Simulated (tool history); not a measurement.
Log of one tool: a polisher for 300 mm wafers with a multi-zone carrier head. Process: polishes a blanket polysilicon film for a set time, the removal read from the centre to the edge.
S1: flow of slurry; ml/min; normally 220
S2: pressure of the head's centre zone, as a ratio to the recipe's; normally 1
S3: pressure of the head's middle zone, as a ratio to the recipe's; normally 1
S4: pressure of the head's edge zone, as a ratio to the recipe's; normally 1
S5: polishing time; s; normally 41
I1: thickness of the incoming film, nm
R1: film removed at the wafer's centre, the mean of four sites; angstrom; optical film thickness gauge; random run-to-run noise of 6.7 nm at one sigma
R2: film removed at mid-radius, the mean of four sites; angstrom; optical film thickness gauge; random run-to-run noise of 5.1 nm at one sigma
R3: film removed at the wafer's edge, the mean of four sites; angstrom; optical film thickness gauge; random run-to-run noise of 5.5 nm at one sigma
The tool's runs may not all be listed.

run     day   S1    S2    S3    S4  S5      I1    R1    R2    R3
  1       0  265     1     1     1  41  2174.6  4521  4511  4658
      0.329  -- worn pad replaced by a new one
  2   2.946  265     1     1     1  41  2176.3  4520  4484  4587
      3.654  -- edge zone pressure recalibrated
      4.104  -- centre zone pressure recalibrated
  3   4.417  220     1     1     1  33  2152.6  3332  3378  3508
  4   6.442  220     1     1     1  33  2193.9  3360  3424  3529
      8.292  -- carrier head's membrane replaced by a new one
  5   8.312  220     1     1     1  33  2167.7  3373  3437  3540
      8.846  -- slurry nozzle cleaned
  6   9.662  220  1.05  0.96  0.94  54  2147.9  6096  5904  5916
  7  11.608  220     1     1     1  41  2135.4  4354  4465  4527
  8   13.25  220     1     1  0.93  41  2161.2  4305  4357  4392
  9  14.554  245  1.07  0.89     1  52    2209  5939  5055  5830
     14.746  -- worn pad replaced by a new one
 10    17.3  220     1     1   1.1  33  2153.6  3332  3384  3728
 11  19.442  270     1     1     1  41  2221.4  4378  4289  4647
 12  21.896  175  1.07  1.03     1  37  2172.2  3600  3614  3742
     22.508  -- slurry nozzle cleaned
 13  23.804  220  1.07     1  1.05  54  2212.8  6258  5917  6232
 14  25.833  220     1     1     1  41  2186.4  4412  4367  4548
     26.838  -- edge zone pressure recalibrated
     28.367  -- centre zone pressure recalibrated
 15  28.742  220     1     1  0.94  36    2194  3674  3793  3806
     30.721  -- worn pad replaced by a new one
 16  31.042  220  1.08  0.89  0.96  48  2162.9  5235  4435  5163
     36.354  -- slurry nozzle cleaned
 17  37.138  220     1     1  1.04  41  2147.9  4513  4440  4725
 18  39.058  220     1     1     1  41  2172.3  4496  4451  4578
 19  41.088  170     1     1     1  48  2153.9  4707  4670  5011
      43.15  -- carrier head's membrane replaced by a new one
 20  43.183  220     1     1     1  41  2202.6  4260  4181  4418
 21  45.233  220     1  0.94     1  31  2165.1  3021  3072  3343
       46.4  -- worn pad replaced by a new one
 22  48.162  220     1     1  0.96  41  2135.8  4077  4090  4258

4 ways to go on from here, each from the tool as it stands after run 22. What would each give?
  A  48.179  220     1     1     1  41  2169.4   ?   ?   ?
  B  48.179  175     1  0.96     1  36  2169.4   ?   ?   ?
  C  48.179  220     1  1.11  0.92  41  2169.4   ?   ?   ?
  D  48.179  220  1.07  1.06     1  41  2169.4   ?   ?   ?

run    R1    R2    R3
  A  4187  4157  4420
  B  3403  3299  3709
  C  4190  4543  4257
  D  4484  4366  4417
With no hidden state in the tool, these same runs would have given:
run    R1    R2    R3
  A  4710  4614  4767
  B  3962  3768  4072
  C  4714  5043  4591
  D  5044  4845  4764

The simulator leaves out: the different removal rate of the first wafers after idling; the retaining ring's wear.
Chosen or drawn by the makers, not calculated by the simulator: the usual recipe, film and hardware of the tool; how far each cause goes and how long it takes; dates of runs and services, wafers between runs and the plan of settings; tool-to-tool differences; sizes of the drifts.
